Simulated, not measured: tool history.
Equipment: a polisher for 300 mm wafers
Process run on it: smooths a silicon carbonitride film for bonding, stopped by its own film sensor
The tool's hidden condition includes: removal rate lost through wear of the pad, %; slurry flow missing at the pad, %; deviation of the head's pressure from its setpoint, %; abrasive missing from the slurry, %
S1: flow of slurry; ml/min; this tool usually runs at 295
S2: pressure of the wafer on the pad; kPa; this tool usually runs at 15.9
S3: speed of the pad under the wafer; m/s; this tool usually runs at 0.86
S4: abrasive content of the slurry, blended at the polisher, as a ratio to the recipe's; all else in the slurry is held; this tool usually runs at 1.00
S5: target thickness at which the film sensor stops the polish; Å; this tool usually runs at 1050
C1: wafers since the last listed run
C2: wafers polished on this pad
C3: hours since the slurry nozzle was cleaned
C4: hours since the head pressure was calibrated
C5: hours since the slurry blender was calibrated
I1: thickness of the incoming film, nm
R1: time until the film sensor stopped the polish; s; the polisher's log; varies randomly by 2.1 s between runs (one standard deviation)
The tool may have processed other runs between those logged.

run 1 hour=0.0 | S1=295 S2=15.9 S3=0.86 S4=1.00 S5=1050 | C1=0 C2=535 C3=231.2 C4=159.9 C5=134.1 | I1=129.3 | R1=108.9
-- hour=29.3 slurry nozzle cleaned
run 2 hour=52.5 | S1=295 S2=15.9 S3=0.86 S4=1.00 S5=1050 | C1=486 C2=1022 C3=23.2 C4=212.4 C5=186.6 | I1=128.7 | R1=104.2
run 3 hour=96.2 | S1=295 S2=15.9 S3=0.86 S4=1.00 S5=1050 | C1=413 C2=1435 C3=66.9 C4=256.1 C5=230.3 | I1=130.7 | R1=115.0
-- hour=143.9 slurry blender recalibrated
run 4 hour=158.4 | S1=295 S2=14.5 S3=0.86 S4=1.00 S5=1050 | C1=568 C2=2004 C3=129.1 C4=318.3 C5=14.5 | I1=132.4 | R1=135.9
-- hour=202.3 worn pad replaced by a new one
run 5 hour=224.4 | S1=295 S2=14.5 S3=0.86 S4=1.00 S5=1050 | C1=585 C2=208 C3=195.1 C4=384.3 C5=80.5 | I1=130.1 | R1=106.2
run 6 hour=296.1 | S1=295 S2=15.9 S3=0.86 S4=1.00 S5=1050 | C1=677 C2=886 C3=266.8 C4=456.0 C5=152.2 | I1=130.8 | R1=107.2
-- hour=334.8 slurry nozzle cleaned
run 7 hour=367.2 | S1=295 S2=15.9 S3=0.86 S4=1.00 S5=1050 | C1=662 C2=1548 C3=32.4 C4=527.1 C5=223.3 | I1=128.6 | R1=101.6
-- hour=372.3 slurry blender recalibrated
-- hour=418.2 worn pad replaced by a new one
run 8 hour=423.2 | S1=295 S2=11.7 S3=0.86 S4=1.00 S5=1000 | C1=472 C2=47 C3=88.4 C4=583.1 C5=50.9 | I1=130.5 | R1=162.7
run 9 hour=467.5 | S1=295 S2=15.9 S3=0.86 S4=1.00 S5=1050 | C1=418 C2=465 C3=132.7 C4=627.4 C5=95.2 | I1=129.9 | R1=96.4
run 10 hour=533.3 | S1=295 S2=15.9 S3=0.86 S4=1.00 S5=1050 | C1=621 C2=1087 C3=198.5 C4=693.2 C5=161.0 | I1=128.8 | R1=95.9
-- hour=567.0 slurry nozzle cleaned
run 11 hour=580.5 | S1=295 S2=15.9 S3=0.86 S4=1.00 S5=1050 | C1=436 C2=1524 C3=13.5 C4=740.4 C5=208.2 | I1=130.6 | R1=107.7
-- hour=617.4 slurry blender recalibrated
run 12 hour=641.1 | S1=295 S2=21.4 S3=0.86 S4=1.00 S5=1070 | C1=553 C2=2078 C3=74.1 C4=801.0 C5=23.7 | I1=130.5 | R1=76.0
-- hour=653.3 head pressure recalibrated
-- hour=675.8 worn pad replaced by a new one
run 13 hour=693.3 | S1=295 S2=11.7 S3=1.02 S4=0.90 S5=1050 | C1=436 C2=165 C3=126.3 C4=40.0 C5=75.9 | I1=129.4 | R1=126.2
run 14 hour=738.1 | S1=295 S2=13.8 S3=0.86 S4=1.30 S5=1050 | C1=423 C2=588 C3=171.1 C4=84.8 C5=120.7 | I1=129.3 | R1=112.7
run 15 hour=765.8 | S1=295 S2=15.9 S3=0.86 S4=0.85 S5=1050 | C1=261 C2=850 C3=198.8 C4=112.5 C5=148.4 | I1=130.7 | R1=115.2
-- hour=803.9 slurry nozzle cleaned
run 16 hour=826.0 | S1=330 S2=15.9 S3=0.86 S4=1.00 S5=1050 | C1=559 C2=1410 C3=22.1 C4=172.7 C5=208.6 | I1=127.2 | R1=96.7
-- hour=838.3 slurry blender recalibrated
run 17 hour=893.8 | S1=295 S2=15.9 S3=0.86 S4=1.00 S5=1050 | C1=621 C2=2031 C3=89.9 C4=240.5 C5=55.5 | I1=128.3 | R1=106.4
run 18 hour=931.4 | S1=295 S2=15.9 S3=1.02 S4=1.00 S5=1090 | C1=355 C2=2387 C3=127.5 C4=278.1 C5=93.1 | I1=131.1 | R1=87.9
-- hour=937.1 worn pad replaced by a new one
-- hour=1082.5 slurry blender recalibrated
-- hour=1088.4 slurry nozzle cleaned
run 19 hour=1118.0 | S1=265 S2=15.9 S3=0.86 S4=1.00 S5=1050 | C1=1697 C2=1681 C3=29.6 C4=464.7 C5=35.5 | I1=127.3 | R1=97.1
-- hour=1190.5 worn pad replaced by a new one
run 20 hour=1198.3 | S1=295 S2=19.3 S3=0.86 S4=1.00 S5=1050 | C1=721 C2=73 C3=109.9 C4=545.0 C5=115.8 | I1=128.1 | R1=73.6

Alternative continuations, all from the tool just after run 20; predict every row:
run A hour=1198.7 | S1=295 S2=15.9 S3=0.86 S4=1.00 S5=1050 | C1=3 C2=77 C3=110.3 C4=545.4 C5=116.2 | I1=130.0 | R1=?
run B hour=1198.7 | S1=295 S2=18.6 S3=0.86 S4=1.00 S5=1050 | C1=3 C2=77 C3=110.3 C4=545.4 C5=116.2 | I1=130.0 | R1=?
run C hour=1198.7 | S1=235 S2=20.0 S3=0.70 S4=1.00 S5=1120 | C1=3 C2=77 C3=110.3 C4=545.4 C5=116.2 | I1=130.0 | R1=?
run D hour=1198.7 | S1=225 S2=15.9 S3=0.64 S4=0.85 S5=970 | C1=3 C2=77 C3=110.3 C4=545.4 C5=116.2 | I1=130.0 | R1=?
run E hour=1198.7 | S1=295 S2=15.9 S3=0.58 S4=1.00 S5=1050 | C1=3 C2=77 C3=110.3 C4=545.4 C5=116.2 | I1=130.0 | R1=?

run=A R1=99.7
run=B R1=84.9
run=C R1=68.9
run=D R1=181.1
run=E R1=136.6
Had the tool no hidden state, the same runs would have come out as:
run=A R1=108.5
run=B R1=92.4
run=C R1=74.9
run=D R1=197.0
run=E R1=148.6
